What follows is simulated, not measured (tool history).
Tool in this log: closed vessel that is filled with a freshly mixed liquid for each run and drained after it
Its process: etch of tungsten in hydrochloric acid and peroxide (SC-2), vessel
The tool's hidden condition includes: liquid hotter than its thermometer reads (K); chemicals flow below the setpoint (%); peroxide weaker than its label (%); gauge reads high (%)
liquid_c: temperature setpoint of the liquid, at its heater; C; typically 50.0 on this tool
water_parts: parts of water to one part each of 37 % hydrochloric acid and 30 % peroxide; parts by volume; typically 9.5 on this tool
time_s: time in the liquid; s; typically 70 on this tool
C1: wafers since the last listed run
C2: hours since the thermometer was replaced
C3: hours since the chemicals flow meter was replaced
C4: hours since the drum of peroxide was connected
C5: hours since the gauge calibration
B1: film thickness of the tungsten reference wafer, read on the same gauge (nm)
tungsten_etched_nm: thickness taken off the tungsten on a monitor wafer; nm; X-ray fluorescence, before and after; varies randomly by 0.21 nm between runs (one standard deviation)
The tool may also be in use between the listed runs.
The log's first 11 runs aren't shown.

{"run": 12, "hour": 116.8, "liquid_c": 50.0, "water_parts": 9.5, "time_s": 70, "C1": 753, "C2": 1382.9, "C3": 957.2, "C4": 120.9, "C5": 40.0, "B1": 150.02, "tungsten_etched_nm": 22.19}
{"hour": 122.8, "done": "thermometer replaced"}
{"run": 13, "hour": 134.3, "liquid_c": 50.0, "water_parts": 9.5, "time_s": 40, "C1": 1855, "C2": 11.5, "C3": 974.7, "C4": 138.4, "C5": 57.5, "B1": 150.01, "tungsten_etched_nm": 12.76}
{"run": 14, "hour": 151.6, "liquid_c": 50.0, "water_parts": 14.0, "time_s": 70, "C1": 1944, "C2": 28.8, "C3": 992.0, "C4": 155.7, "C5": 74.8, "B1": 149.99, "tungsten_etched_nm": 15.56}
{"run": 15, "hour": 159.7, "liquid_c": 55.5, "water_parts": 5.0, "time_s": 40, "C1": 910, "C2": 36.9, "C3": 1000.1, "C4": 163.8, "C5": 82.9, "B1": 150.0, "tungsten_etched_nm": 30.12}
{"run": 16, "hour": 167.8, "liquid_c": 44.0, "water_parts": 4.5, "time_s": 95, "C1": 910, "C2": 45.0, "C3": 1008.2, "C4": 171.9, "C5": 91.0, "B1": 150.0, "tungsten_etched_nm": 36.24}
{"run": 17, "hour": 180.6, "liquid_c": 45.0, "water_parts": 4.5, "time_s": 60, "C1": 1439, "C2": 57.8, "C3": 1021.0, "C4": 184.7, "C5": 103.8, "B1": 149.98, "tungsten_etched_nm": 24.64}
{"run": 18, "hour": 195.8, "liquid_c": 50.0, "water_parts": 9.5, "time_s": 40, "C1": 1708, "C2": 73.0, "C3": 1036.2, "C4": 199.9, "C5": 119.0, "B1": 149.98, "tungsten_etched_nm": 12.64}
{"hour": 199.5, "done": "chemicals flow meter replaced"}
{"run": 19, "hour": 210.0, "liquid_c": 50.0, "water_parts": 9.5, "time_s": 60, "C1": 1484, "C2": 87.2, "C3": 10.5, "C4": 214.1, "C5": 133.2, "B1": 150.01, "tungsten_etched_nm": 21.43}
{"run": 20, "hour": 216.4, "liquid_c": 59.0, "water_parts": 11.0, "time_s": 55, "C1": 719, "C2": 93.6, "C3": 16.9, "C4": 220.5, "C5": 139.6, "B1": 149.99, "tungsten_etched_nm": 30.65}
{"run": 21, "hour": 229.0, "liquid_c": 50.0, "water_parts": 9.5, "time_s": 70, "C1": 1416, "C2": 106.2, "C3": 29.5, "C4": 233.1, "C5": 152.2, "B1": 149.99, "tungsten_etched_nm": 24.82}
{"run": 22, "hour": 240.7, "liquid_c": 59.0, "water_parts": 9.5, "time_s": 80, "C1": 1315, "C2": 117.9, "C3": 41.2, "C4": 244.8, "C5": 163.9, "B1": 150.01, "tungsten_etched_nm": 50.64}
{"run": 23, "hour": 272.5, "liquid_c": 42.5, "water_parts": 9.5, "time_s": 105, "C1": 3575, "C2": 149.7, "C3": 73.0, "C4": 276.6, "C5": 195.7, "B1": 150.0, "tungsten_etched_nm": 22.08}
{"run": 24, "hour": 278.8, "liquid_c": 57.0, "water_parts": 11.5, "time_s": 105, "C1": 708, "C2": 156.0, "C3": 79.3, "C4": 282.9, "C5": 202.0, "B1": 149.98, "tungsten_etched_nm": 49.35}
{"run": 25, "hour": 296.8, "liquid_c": 50.0, "water_parts": 7.0, "time_s": 70, "C1": 2023, "C2": 174.0, "C3": 97.3, "C4": 300.9, "C5": 220.0, "B1": 149.98, "tungsten_etched_nm": 31.52}
{"run": 26, "hour": 332.8, "liquid_c": 50.0, "water_parts": 9.5, "time_s": 85, "C1": 4047, "C2": 210.0, "C3": 133.3, "C4": 336.9, "C5": 256.0, "B1": 150.0, "tungsten_etched_nm": 29.95}
{"run": 27, "hour": 348.8, "liquid_c": 43.5, "water_parts": 9.5, "time_s": 70, "C1": 1798, "C2": 226.0, "C3": 149.3, "C4": 352.9, "C5": 272.0, "B1": 150.04, "tungsten_etched_nm": 15.83}
{"run": 28, "hour": 360.6, "liquid_c": 41.5, "water_parts": 5.5, "time_s": 40, "C1": 1326, "C2": 237.8, "C3": 161.1, "C4": 364.7, "C5": 283.8, "B1": 149.99, "tungsten_etched_nm": 12.02}
{"run": 29, "hour": 376.6, "liquid_c": 50.0, "water_parts": 13.0, "time_s": 70, "C1": 1798, "C2": 253.8, "C3": 177.1, "C4": 380.7, "C5": 299.8, "B1": 150.01, "tungsten_etched_nm": 18.79}
{"run": 30, "hour": 386.5, "liquid_c": 50.0, "water_parts": 9.5, "time_s": 70, "C1": 1113, "C2": 263.7, "C3": 187.0, "C4": 390.6, "C5": 309.7, "B1": 149.97, "tungsten_etched_nm": 24.29}
{"run": 31, "hour": 394.2, "liquid_c": 50.0, "water_parts": 6.5, "time_s": 40, "C1": 865, "C2": 271.4, "C3": 194.7, "C4": 398.3, "C5": 317.4, "B1": 149.99, "tungsten_etched_nm": 18.98}

Below are 3 alternative next runs, each starting from the tool's condition after run 31. Predict each:
{"run": "A", "hour": 394.9, "liquid_c": 50.0, "water_parts": 9.5, "time_s": 50, "C1": 78, "C2": 272.1, "C3": 195.4, "C4": 399.0, "C5": 318.1, "B1": "?", "tungsten_etched_nm": "?"}
{"run": "B", "hour": 394.9, "liquid_c": 42.5, "water_parts": 13.0, "time_s": 70, "C1": 78, "C2": 272.1, "C3": 195.4, "C4": 399.0, "C5": 318.1, "B1": "?", "tungsten_etched_nm": "?"}
{"run": "C", "hour": 394.9, "liquid_c": 55.0, "water_parts": 12.0, "time_s": 80, "C1": 78, "C2": 272.1, "C3": 195.4, "C4": 399.0, "C5": 318.1, "B1": "?", "tungsten_etched_nm": "?"}

run=A B1=149.99 tungsten_etched_nm=17.23
run=B B1=149.99 tungsten_etched_nm=11.07
run=C B1=149.99 tungsten_etched_nm=31.41
With no hidden state in the tool, these same runs would have given:
run=A tungsten_etched_nm=17.66
run=B tungsten_etched_nm=11.36
run=C tungsten_etched_nm=32.23

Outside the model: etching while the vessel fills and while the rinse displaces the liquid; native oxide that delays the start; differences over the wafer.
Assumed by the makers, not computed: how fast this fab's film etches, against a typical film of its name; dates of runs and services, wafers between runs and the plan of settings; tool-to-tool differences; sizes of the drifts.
